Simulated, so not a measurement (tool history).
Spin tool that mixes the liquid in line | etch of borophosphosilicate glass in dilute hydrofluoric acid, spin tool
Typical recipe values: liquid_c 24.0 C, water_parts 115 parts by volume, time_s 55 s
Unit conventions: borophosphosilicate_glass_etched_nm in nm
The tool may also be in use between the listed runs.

run    day  liquid_c  water_parts  time_s  read-back film thickness of the borophosphosilicate glass reference wafer, read on the same gauge (nm)  borophosphosilicate_glass_etched_nm
  1  0.000      24.0           70      55                                                                                                  110.02                                41.57
     0.425  -- gauge calibrated
  2  1.104      24.0           70      55                                                                                                  110.01                                41.69
  3  1.538      24.0          140      75                                                                                                  110.01                                26.39
  4  1.883      24.0          140      75                                                                                                  110.05                                26.39
  5  2.188      24.0           85      55                                                                                                  110.03                                33.70
     2.600  -- thermometer replaced
  6  2.621      24.0           85      55                                                                                                  110.03                                33.73
  7  3.221      24.0          115      55                                                                                                  110.00                                24.33
  8  3.567      24.0          115      55                                                                                                  110.00                                24.13
  9  4.129      21.0          130      55                                                                                                  110.00                                18.76
 10  4.388      28.5           65      75                                                                                                  110.01                                74.00
 11  4.642      24.0          115      55                                                                                                  110.03                                24.19
     4.812  -- hydrofluoric acid flow meter replaced
 12  5.433      22.0           70      70                                                                                                  109.98                                42.52
     5.996  -- gauge calibrated
 13  6.154      20.5           80      35                                                                                                  109.96                                17.20
 14  6.588      20.5          175      65                                                                                                  110.02                                13.20
 15  7.312      19.5          115      55                                                                                                  110.01                                17.42
 16  7.871      21.0          165      65                                                                                                  109.98                                14.49
 17  8.583      22.0           85      55                                                                                                  109.93                                27.02

List, for all runs, the conditions of the tool that the log does not record:
liquid hotter than its thermometer reads (K): 0 across all the runs
gauge reads high (%): 0 across all the runs
H1: hydrofluoric acid flow above the setpoint (%)
run      H1
  1    13.8
  2      14
  3      14
  4    14.1
  5    14.1
  6    14.2
  7    14.3
  8    14.3
  9    14.4
 10    14.4
 11    14.5
 12  0.0983
 13   0.202
 14   0.264
 15   0.369
 16   0.449
 17   0.552
